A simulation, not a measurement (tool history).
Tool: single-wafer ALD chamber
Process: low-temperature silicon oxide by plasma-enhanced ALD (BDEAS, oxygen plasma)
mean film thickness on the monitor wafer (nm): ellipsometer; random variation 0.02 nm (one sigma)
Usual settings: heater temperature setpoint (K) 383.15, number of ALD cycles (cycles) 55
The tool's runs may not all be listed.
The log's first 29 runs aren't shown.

run,hour,heater temperature setpoint (K),number of ALD cycles (cycles),wafers since the last listed run,hours since the last thermocouple change,hours since the gauge calibration,"read-back reference wafer on the same gauge, thickness_nm",mean film thickness on the monitor wafer (nm)
30,700.8,390.15,59,188,2000.6,298.3,7.511,8.387
31,729.8,388.15,50,179,2029.6,327.3,7.509,7.112
32,761.7,389.15,62,197,2061.5,359.2,7.504,8.784
33,779.3,383.15,55,108,2079.1,376.8,7.501,7.889
34,796.5,383.15,66,106,2096.3,394.0,7.501,9.468
35,810.9,383.15,55,89,2110.7,408.4,7.492,7.883
36,847.4,383.15,55,225,2147.2,444.9,7.486,7.854
# hour 900.0: thermocouple changed; heater temperature recalibrated
37,905.4,383.15,55,309,5.4,502.9,7.489,7.911
38,928.7,383.15,55,144,28.7,526.2,7.479,7.879
39,956.8,374.15,55,173,56.8,554.3,7.488,7.985
40,971.5,383.15,55,90,71.5,569.0,7.485,7.852
41,1002.3,383.15,55,190,102.3,599.8,7.473,7.885
42,1033.3,392.15,55,191,133.3,630.8,7.471,7.791
43,1054.6,389.15,60,131,154.6,652.1,7.466,8.509
44,1086.7,377.15,65,198,186.7,684.2,7.461,9.379
45,1110.2,375.15,51,145,210.2,707.7,7.457,7.377
46,1135.4,397.15,64,155,235.4,732.9,7.461,8.922
47,1167.1,369.15,66,196,267.1,764.6,7.451,9.687

3 ways to go on from here, each from the tool as it stands after run 47. What would each give?
A,1167.6,383.15,55,3,267.6,765.1,?,?
B,1167.6,388.15,49,3,267.6,765.1,?,?
C,1167.6,379.15,47,3,267.6,765.1,?,?

run,"read-back reference wafer on the same gauge, thickness_nm",mean film thickness on the monitor wafer (nm)
A,7.455,7.866
B,7.455,6.951
C,7.455,6.765
Without the tool's hidden state the same runs would have given:
run,mean film thickness on the monitor wafer (nm)
A,7.927
B,7.005
C,6.818
